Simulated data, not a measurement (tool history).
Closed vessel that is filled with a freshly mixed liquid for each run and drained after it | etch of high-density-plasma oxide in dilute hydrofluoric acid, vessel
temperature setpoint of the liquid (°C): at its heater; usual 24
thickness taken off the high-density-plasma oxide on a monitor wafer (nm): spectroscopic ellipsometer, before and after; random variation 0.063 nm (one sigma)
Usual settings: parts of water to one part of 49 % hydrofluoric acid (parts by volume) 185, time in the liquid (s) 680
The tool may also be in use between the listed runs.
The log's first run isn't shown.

| run | hour | temperature setpoint of the liquid (°C) | parts of water to one part of 49 % hydrofluoric acid (parts by volume) | time in the liquid (s) | wafers since the last listed run | hours since the thermometer was replaced | hours since the hydrofluoric acid flow meter was replaced | hours since the gauge calibration | read-back film thickness of the high-density-plasma oxide reference wafer, read on the same gauge (nm) | thickness taken off the high-density-plasma oxide on a monitor wafer (nm) |
|---|---|---|---|---|---|---|---|---|---|---|
| 2 | 84.6 | 24 | 185 | 680 | 4694 | 1525.9 | 156.4 | 186.3 | 150 | 21.88 |
| 3 | 174.4 | 24 | 185 | 965 | 4983 | 1615.7 | 246.2 | 276.1 | 149.99 | 31.05 |
| 4 | 246.9 | 24 | 185 | 965 | 4023 | 1688.2 | 318.7 | 348.6 | 150.01 | 31.05 |
| 5 | 353.5 | 24 | 185 | 965 | 5915 | 1794.8 | 425.3 | 455.2 | 149.98 | 31.23 |
| 6 | 445.6 | 24 | 210 | 680 | 5111 | 1886.9 | 517.4 | 547.3 | 150 | 19.2 |
| 7 | 498 | 24 | 210 | 680 | 2907 | 1939.3 | 569.8 | 599.7 | 150.02 | 19.15 |
| 8 | 595.3 | 24 | 185 | 680 | 5399 | 2036.6 | 667.1 | 697 | 149.99 | 22.5 |
| 9 | 665 | 26.5 | 185 | 680 | 3867 | 2106.3 | 736.8 | 766.7 | 150 | 24.52 |
|  | 684.3 | thermometer replaced |
| 10 | 751.2 | 27.5 | 185 | 680 | 4728 | 66.9 | 823 | 852.9 | 150.01 | 24.63 |
|  | 788.7 | hydrofluoric acid flow meter replaced |
| 11 | 800.1 | 27.5 | 185 | 680 | 2658 | 115.8 | 11.4 | 901.8 | 149.98 | 23.96 |
| 12 | 870.5 | 27.5 | 185 | 680 | 3906 | 186.2 | 81.8 | 972.2 | 149.99 | 23.98 |
| 13 | 976.2 | 24 | 145 | 680 | 5865 | 291.9 | 187.5 | 1077.9 | 150.03 | 28.21 |
| 14 | 1051.3 | 24 | 145 | 680 | 4167 | 367 | 262.6 | 1153 | 150.02 | 28.36 |
| 15 | 1103.1 | 24 | 145 | 680 | 2874 | 418.8 | 314.4 | 1204.8 | 150.01 | 28.33 |
| 16 | 1196.9 | 22.5 | 185 | 680 | 5205 | 512.6 | 408.2 | 1298.6 | 149.96 | 20.32 |
| 17 | 1289.7 | 24 | 185 | 680 | 5149 | 605.4 | 501 | 1391.4 | 149.95 | 21.65 |
| 18 | 1345.2 | 19 | 145 | 680 | 3079 | 660.9 | 556.5 | 1446.9 | 149.99 | 23.8 |

The next listed run, before its measurement:
| 19 | 1431.9 | 27 | 155 | 540 | 4811 | 747.6 | 643.2 | 1533.6 | ? | ? |

read-back film thickness of the high-density-plasma oxide reference wafer, read on the same gauge (nm): 149.98
thickness taken off the high-density-plasma oxide on a monitor wafer (nm): 23.79
Without the tool's hidden state the same run would have given thickness taken off the high-density-plasma oxide on a monitor wafer (nm) 22.8.
